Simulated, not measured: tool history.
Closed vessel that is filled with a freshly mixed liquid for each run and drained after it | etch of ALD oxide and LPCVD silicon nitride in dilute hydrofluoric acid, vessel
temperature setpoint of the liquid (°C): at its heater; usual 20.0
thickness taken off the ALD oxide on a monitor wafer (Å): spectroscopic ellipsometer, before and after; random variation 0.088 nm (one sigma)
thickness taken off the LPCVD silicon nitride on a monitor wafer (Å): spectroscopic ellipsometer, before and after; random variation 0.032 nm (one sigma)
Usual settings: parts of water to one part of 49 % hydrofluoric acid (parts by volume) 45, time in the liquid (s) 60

| run | hour | temperature setpoint of the liquid (°C) | parts of water to one part of 49 % hydrofluoric acid (parts by volume) | time in the liquid (s) | wafers since the last listed run | hours since the thermometer was replaced | hours since the hydrofluoric acid flow meter was replaced | hours since the gauge calibration | read-back film thickness of the ALD oxide reference wafer, read on the same gauge (nm) | read-back film thickness of the LPCVD silicon nitride reference wafer, read on the same gauge (nm) | thickness taken off the ALD oxide on a monitor wafer (Å) | thickness taken off the LPCVD silicon nitride on a monitor wafer (Å) |
|---|---|---|---|---|---|---|---|---|---|---|---|---|
| 1 | 0.0 | 20.0 | 40 | 60 | 0 | 1355.1 | 924.9 | 578.4 | 49.99 | 29.980 | 187.9 | 6.67 |
| 2 | 22.0 | 20.0 | 40 | 60 | 1810 | 1377.1 | 946.9 | 600.4 | 50.02 | 30.011 | 185.6 | 7.17 |
| 3 | 36.4 | 20.0 | 40 | 60 | 1184 | 1391.5 | 961.3 | 614.8 | 50.02 | 30.016 | 187.5 | 6.50 |
| 4 | 54.9 | 20.0 | 45 | 60 | 1522 | 1410.0 | 979.8 | 633.3 | 49.98 | 29.988 | 163.8 | 6.25 |
| 5 | 78.6 | 20.0 | 45 | 60 | 1950 | 1433.7 | 1003.5 | 657.0 | 50.00 | 29.998 | 164.1 | 6.02 |
| 6 | 101.4 | 20.0 | 45 | 60 | 1876 | 1456.5 | 1026.3 | 679.8 | 49.96 | 29.990 | 164.2 | 6.18 |
|  | 117.9 | thermometer replaced |
| 7 | 129.8 | 20.0 | 45 | 60 | 2254 | 11.9 | 1054.7 | 708.2 | 50.00 | 29.988 | 164.7 | 5.73 |
| 8 | 144.4 | 20.0 | 45 | 50 | 1201 | 26.5 | 1069.3 | 722.8 | 49.98 | 29.995 | 137.4 | 5.15 |
| 9 | 202.8 | 24.5 | 45 | 60 | 4805 | 84.9 | 1127.7 | 781.2 | 50.03 | 30.002 | 201.3 | 8.01 |
| 10 | 233.4 | 22.0 | 45 | 30 | 2517 | 115.5 | 1158.3 | 811.8 | 49.98 | 30.011 | 89.7 | 3.65 |
| 11 | 246.3 | 23.0 | 45 | 45 | 1061 | 128.4 | 1171.2 | 824.7 | 49.98 | 30.004 | 141.7 | 5.87 |
| 12 | 274.1 | 20.0 | 45 | 30 | 2287 | 156.2 | 1199.0 | 852.5 | 49.97 | 29.994 | 83.4 | 3.10 |
| 13 | 289.3 | 24.0 | 30 | 75 | 1250 | 171.4 | 1214.2 | 867.7 | 49.99 | 30.004 | 377.6 | 14.91 |
| 14 | 301.7 | 20.0 | 45 | 60 | 1020 | 183.8 | 1226.6 | 880.1 | 49.99 | 29.996 | 165.0 | 6.13 |
| 15 | 332.4 | 20.0 | 45 | 45 | 2526 | 214.5 | 1257.3 | 910.8 | 49.99 | 30.005 | 123.6 | 4.60 |
| 16 | 364.4 | 17.5 | 45 | 35 | 2633 | 246.5 | 1289.3 | 942.8 | 50.02 | 30.000 | 88.0 | 3.03 |
| 17 | 390.6 | 18.5 | 45 | 30 | 2155 | 272.7 | 1315.5 | 969.0 | 49.99 | 30.011 | 79.0 | 2.56 |
|  | 485.1 | gauge calibrated |
| 18 | 494.9 | 20.0 | 45 | 40 | 8582 | 377.0 | 1419.8 | 9.8 | 50.03 | 29.991 | 111.6 | 4.12 |
| 19 | 526.7 | 22.0 | 45 | 60 | 2616 | 408.8 | 1451.6 | 41.6 | 50.00 | 29.996 | 183.6 | 6.61 |
|  | 546.4 | hydrofluoric acid flow meter replaced |
| 20 | 557.6 | 20.0 | 45 | 60 | 2460 | 439.7 | 11.2 | 72.5 | 50.02 | 30.009 | 156.1 | 6.13 |
| 21 | 578.9 | 22.5 | 55 | 90 | 1752 | 461.0 | 32.5 | 93.8 | 49.97 | 30.002 | 211.5 | 8.73 |
| 22 | 672.3 | 20.0 | 45 | 60 | 7685 | 554.4 | 125.9 | 187.2 | 49.99 | 30.012 | 157.3 | 5.66 |
| 23 | 691.1 | 20.0 | 45 | 60 | 1546 | 573.2 | 144.7 | 206.0 | 50.02 | 29.997 | 157.0 | 5.76 |
| 24 | 726.2 | 20.0 | 45 | 60 | 2888 | 608.3 | 179.8 | 241.1 | 49.99 | 29.995 | 159.9 | 5.92 |
| 25 | 757.6 | 20.0 | 55 | 60 | 2583 | 639.7 | 211.2 | 272.5 | 50.02 | 30.019 | 127.7 | 5.11 |
| 26 | 790.2 | 20.0 | 45 | 60 | 2682 | 672.3 | 243.8 | 305.1 | 49.99 | 29.988 | 158.6 | 6.26 |

Forecast each of these 4 alternatives for the next run:
| A | 790.9 | 20.0 | 30 | 60 | 57 | 673.0 | 244.5 | 305.8 | ? | ? | ? | ? |
| B | 790.9 | 18.5 | 35 | 45 | 57 | 673.0 | 244.5 | 305.8 | ? | ? | ? | ? |
| C | 790.9 | 17.0 | 40 | 60 | 57 | 673.0 | 244.5 | 305.8 | ? | ? | ? | ? |
| D | 790.9 | 17.0 | 25 | 80 | 57 | 673.0 | 244.5 | 305.8 | ? | ? | ? | ? |

| run | read-back film thickness of the ALD oxide reference wafer, read on the same gauge (nm) | read-back film thickness of the LPCVD silicon nitride reference wafer, read on the same gauge (nm) | thickness taken off the ALD oxide on a monitor wafer (Å) | thickness taken off the LPCVD silicon nitride on a monitor wafer (Å) |
|---|---|---|---|---|
| A | 50.05 | 29.998 | 239.3 | 8.60 |
| B | 50.05 | 29.998 | 143.3 | 5.00 |
| C | 50.05 | 29.998 | 155.8 | 5.27 |
| D | 50.05 | 29.998 | 337.8 | 11.04 |
Without the tool's hidden state the same runs would have given:
| run | thickness taken off the ALD oxide on a monitor wafer (Å) | thickness taken off the LPCVD silicon nitride on a monitor wafer (Å) |
|---|---|---|
| A | 234.7 | 8.45 |
| B | 140.5 | 4.91 |
| C | 152.7 | 5.18 |
| D | 331.3 | 10.84 |
